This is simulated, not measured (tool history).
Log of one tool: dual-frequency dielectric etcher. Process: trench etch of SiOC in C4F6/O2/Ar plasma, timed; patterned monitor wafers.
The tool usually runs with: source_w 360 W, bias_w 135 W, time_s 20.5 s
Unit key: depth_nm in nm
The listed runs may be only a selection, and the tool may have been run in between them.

run	hour	source_w	bias_w	time_s	wafers since the last listed run	hours since the last wet clean	hours since the last source power generator calibration	hours since the last bias power generator calibration	hours since the last upper electrode change	hours since the gauge calibration	read-back reference wafer on the same gauge, depth_nm	depth_nm
1	0	360	161	20.5	0	218.5	4554.8	3386.4	2720.7	258.7	34.9	39.76
2	53.5	360	161	20.5	790	272	4608.3	3439.9	2774.2	312.2	34.9	39.65
# hour 114.2: wet clean of the chamber
3	114.7	360	161	20.5	549	0.5	4669.5	3501.1	2835.4	373.4	34.9	39.97
4	148.5	360	135	22.5	499	34.3	4703.3	3534.9	2869.2	407.2	34.9	41.53
5	174.3	360	135	22.5	381	60.1	4729.1	3560.7	2895	433	34.89	41.51
6	241.5	360	135	19	992	127.3	4796.3	3627.9	2962.2	500.2	34.9	35.06
# hour 295.5: source power generator calibrated
7	302.2	360	135	19	837	188	6.7	3688.6	3022.9	560.9	34.91	34.92
8	345	360	135	20.5	632	230.8	49.5	3731.4	3065.7	603.7	34.9	37.66
9	378.2	360	135	20.5	490	264	82.7	3764.6	3098.9	636.9	34.89	37.58
10	438.9	300	117	20.5	896	324.7	143.4	3825.3	3159.6	697.6	34.88	33.97
# hour 455.5: gauge calibrated
# hour 468: wet clean of the chamber
11	476	360	135	20.5	193	8	180.5	3862.4	3196.7	20.5	34.9	38.05
12	534.6	360	153	18.5	865	66.6	239.1	3921	3255.3	79.1	34.88	35.45
# hour 573.1: upper electrode replaced
13	597.2	360	135	20.5	570	129.2	301.7	3983.6	24.1	141.7	34.91	37.85
14	657.3	310	105	22.5	887	189.3	361.8	4043.7	84.2	201.8	34.9	36.82
# hour 690.1: bias power generator calibrated
15	720.4	270	135	20.5	873	252.4	424.9	30.3	147.3	264.9	34.9	34.56
16	789.8	360	156	20.5	1025	321.8	494.3	99.7	216.7	334.3	34.89	39.12
# hour 826: wet clean of the chamber
17	855.1	360	123	20.5	610	29.1	559.6	165	282	399.6	34.92	36.92
18	915.8	360	135	19	896	89.8	620.3	225.7	342.7	460.3	34.9	35.09

Here are 5 independent what-if runs from the current tool condition. What would each one return?
A	916.2	360	135	20.5	5	90.2	620.7	226.1	343.1	460.7	?	?
B	916.2	360	125	16.5	5	90.2	620.7	226.1	343.1	460.7	?	?
C	916.2	360	135	18	5	90.2	620.7	226.1	343.1	460.7	?	?
D	916.2	290	158	15.5	5	90.2	620.7	226.1	343.1	460.7	?	?
E	916.2	420	135	20.5	5	90.2	620.7	226.1	343.1	460.7	?	?

run	read-back reference wafer on the same gauge, depth_nm	depth_nm
A	34.89	37.88
B	34.89	29.83
C	34.89	33.26
D	34.89	28.1
E	34.89	39.77
Had the tool no hidden state, the same runs would have come out as:
run	depth_nm
A	37.96
B	29.9
C	33.33
D	28.16
E	39.85

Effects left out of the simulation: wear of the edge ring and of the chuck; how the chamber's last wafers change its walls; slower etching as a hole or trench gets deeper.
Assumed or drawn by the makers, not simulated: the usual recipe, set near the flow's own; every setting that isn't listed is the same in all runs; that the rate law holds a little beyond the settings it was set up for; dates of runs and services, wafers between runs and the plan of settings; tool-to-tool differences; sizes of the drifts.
